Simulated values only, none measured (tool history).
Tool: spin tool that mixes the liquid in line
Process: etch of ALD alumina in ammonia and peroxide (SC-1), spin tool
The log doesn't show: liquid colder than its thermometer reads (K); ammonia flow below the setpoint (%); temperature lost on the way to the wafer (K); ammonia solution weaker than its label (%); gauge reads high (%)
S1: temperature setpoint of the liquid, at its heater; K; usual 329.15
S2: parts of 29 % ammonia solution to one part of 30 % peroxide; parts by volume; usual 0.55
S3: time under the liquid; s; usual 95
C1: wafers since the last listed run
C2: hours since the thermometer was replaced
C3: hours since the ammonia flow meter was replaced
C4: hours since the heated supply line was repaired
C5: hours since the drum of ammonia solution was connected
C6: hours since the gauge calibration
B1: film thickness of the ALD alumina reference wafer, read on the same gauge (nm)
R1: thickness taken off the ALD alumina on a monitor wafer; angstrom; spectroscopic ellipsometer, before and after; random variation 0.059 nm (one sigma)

{"run": 1, "day": 0.0, "S1": 329.15, "S2": 0.55, "S3": 95, "C1": 0, "C2": 1805.2, "C3": 2512.7, "C4": 2012.2, "C5": 96.3, "C6": 77.6, "B1": 139.97, "R1": 51}
{"run": 2, "day": 0.65, "S1": 329.15, "S2": 0.55, "S3": 95, "C1": 191, "C2": 1820.8, "C3": 2528.3, "C4": 2027.8, "C5": 111.9, "C6": 93.2, "B1": 140.02, "R1": 50.9}
{"run": 3, "day": 1.458, "S1": 329.15, "S2": 0.55, "S3": 95, "C1": 237, "C2": 1840.2, "C3": 2547.7, "C4": 2047.2, "C5": 131.3, "C6": 112.6, "B1": 140.01, "R1": 50.8}
{"run": 4, "day": 2.067, "S1": 329.15, "S2": 0.55, "S3": 95, "C1": 178, "C2": 1854.8, "C3": 2562.3, "C4": 2061.8, "C5": 145.9, "C6": 127.2, "B1": 139.96, "R1": 50.3}
{"run": 5, "day": 2.617, "S1": 329.15, "S2": 0.55, "S3": 95, "C1": 161, "C2": 1868, "C3": 2575.5, "C4": 2075, "C5": 159.1, "C6": 140.4, "B1": 140.01, "R1": 49.7}
{"run": 6, "day": 3.354, "S1": 329.15, "S2": 0.55, "S3": 95, "C1": 216, "C2": 1885.7, "C3": 2593.2, "C4": 2092.7, "C5": 176.8, "C6": 158.1, "B1": 139.94, "R1": 50.7}
{"run": 7, "day": 4.362, "S1": 329.15, "S2": 0.75, "S3": 75, "C1": 296, "C2": 1909.9, "C3": 2617.4, "C4": 2116.9, "C5": 201, "C6": 182.3, "B1": 140.01, "R1": 41.3}
{"run": 8, "day": 5.571, "S1": 329.15, "S2": 0.55, "S3": 95, "C1": 355, "C2": 1938.9, "C3": 2646.4, "C4": 2145.9, "C5": 230, "C6": 211.3, "B1": 139.99, "R1": 51.6}
{"run": 9, "day": 6.662, "S1": 329.15, "S2": 0.55, "S3": 95, "C1": 321, "C2": 1965.1, "C3": 2672.6, "C4": 2172.1, "C5": 256.2, "C6": 237.5, "B1": 139.99, "R1": 50.7}
{"run": 10, "day": 7.7, "S1": 329.15, "S2": 0.55, "S3": 95, "C1": 305, "C2": 1990, "C3": 2697.5, "C4": 2197, "C5": 281.1, "C6": 262.4, "B1": 140.05, "R1": 50.3}
{"run": 11, "day": 8.438, "S1": 329.15, "S2": 0.65, "S3": 95, "C1": 216, "C2": 2007.7, "C3": 2715.2, "C4": 2214.7, "C5": 298.8, "C6": 280.1, "B1": 140.05, "R1": 51.2}
{"run": 12, "day": 10.962, "S1": 329.15, "S2": 0.55, "S3": 125, "C1": 742, "C2": 2068.3, "C3": 2775.8, "C4": 2275.3, "C5": 359.4, "C6": 340.7, "B1": 140.01, "R1": 65.4}
{"day": 11.571, "done": "heated supply line repaired"}
{"day": 11.833, "done": "new drum of ammonia solution connected"}
{"day": 11.871, "done": "gauge calibrated"}
{"run": 13, "day": 11.983, "S1": 320.65, "S2": 0.55, "S3": 95, "C1": 275, "C2": 2092.8, "C3": 2800.3, "C4": 9.9, "C5": 3.6, "C6": 2.7, "B1": 139.97, "R1": 39.4}
{"run": 14, "day": 12.95, "S1": 333.15, "S2": 0.55, "S3": 110, "C1": 284, "C2": 2116, "C3": 2823.5, "C4": 33.1, "C5": 26.8, "C6": 25.9, "B1": 140, "R1": 87.1}
{"day": 13.162, "done": "ammonia flow meter replaced"}
{"run": 15, "day": 13.512, "S1": 324.15, "S2": 0.7, "S3": 55, "C1": 153, "C2": 2129.5, "C3": 8.4, "C4": 46.6, "C5": 40.3, "C6": 39.4, "B1": 140.01, "R1": 28}
{"run": 16, "day": 15.762, "S1": 329.15, "S2": 0.55, "S3": 95, "C1": 661, "C2": 2183.5, "C3": 62.4, "C4": 100.6, "C5": 94.3, "C6": 93.4, "B1": 140.01, "R1": 61.8}
{"run": 17, "day": 16.579, "S1": 333.65, "S2": 0.4, "S3": 95, "C1": 240, "C2": 2203.1, "C3": 82, "C4": 120.2, "C5": 113.9, "C6": 113, "B1": 140, "R1": 75.1}
{"run": 18, "day": 17.9, "S1": 325.15, "S2": 0.45, "S3": 45, "C1": 388, "C2": 2234.8, "C3": 113.7, "C4": 151.9, "C5": 145.6, "C6": 144.7, "B1": 140.01, "R1": 22.9}
{"day": 19.208, "done": "thermometer replaced"}
{"run": 19, "day": 19.392, "S1": 335.15, "S2": 0.7, "S3": 95, "C1": 426, "C2": 4.4, "C3": 149.5, "C4": 187.7, "C5": 181.4, "C6": 180.5, "B1": 140, "R1": 84}
{"run": 20, "day": 20.729, "S1": 329.15, "S2": 0.55, "S3": 95, "C1": 393, "C2": 36.5, "C3": 181.6, "C4": 219.8, "C5": 213.5, "C6": 212.6, "B1": 139.97, "R1": 60.1}
{"run": 21, "day": 22.121, "S1": 321.65, "S2": 0.3, "S3": 65, "C1": 409, "C2": 69.9, "C3": 215, "C4": 253.2, "C5": 246.9, "C6": 246, "B1": 139.97, "R1": 25.9}
{"run": 22, "day": 23.162, "S1": 329.15, "S2": 0.55, "S3": 95, "C1": 306, "C2": 94.9, "C3": 240, "C4": 278.2, "C5": 271.9, "C6": 271, "B1": 140, "R1": 59.5}
{"day": 23.862, "done": "gauge calibrated"}
{"run": 23, "day": 24.0, "S1": 321.15, "S2": 0.35, "S3": 130, "C1": 246, "C2": 115, "C3": 260.1, "C4": 298.3, "C5": 292, "C6": 3.3, "B1": 140, "R1": 51}
{"run": 24, "day": 24.512, "S1": 329.15, "S2": 0.55, "S3": 95, "C1": 150, "C2": 127.3, "C3": 272.4, "C4": 310.6, "C5": 304.3, "C6": 15.6, "B1": 140.01, "R1": 60.9}

How the hidden state differs across the entries between the runs, from the last listed run before each to the first after it:
Between runs 12 and 13: heated supply line repaired (day 11.571); new drum of ammonia solution connected (day 11.833); gauge calibrated (day 11.871)
  temperature lost on the way to the wafer (K): 4.07 -> 0.111
  measured less the result without the state, R1: -15.9 -> -0.2 angstrom
Between runs 14 and 15: ammonia flow meter replaced (day 13.162)
  temperature lost on the way to the wafer (K): 0.149 -> 0.171
  measured less the result without the state, R1: -0.7 -> -0.3 angstrom
Between runs 18 and 19: thermometer replaced (day 19.208)
  temperature lost on the way to the wafer (K): 0.341 -> 0.399
  measured less the result without the state, R1: -0.4 -> -1.8 angstrom
Between runs 22 and 23: gauge calibrated (day 23.862)
  temperature lost on the way to the wafer (K): 0.546 -> 0.579
  measured less the result without the state, R1: -1.8 -> -1.7 angstrom

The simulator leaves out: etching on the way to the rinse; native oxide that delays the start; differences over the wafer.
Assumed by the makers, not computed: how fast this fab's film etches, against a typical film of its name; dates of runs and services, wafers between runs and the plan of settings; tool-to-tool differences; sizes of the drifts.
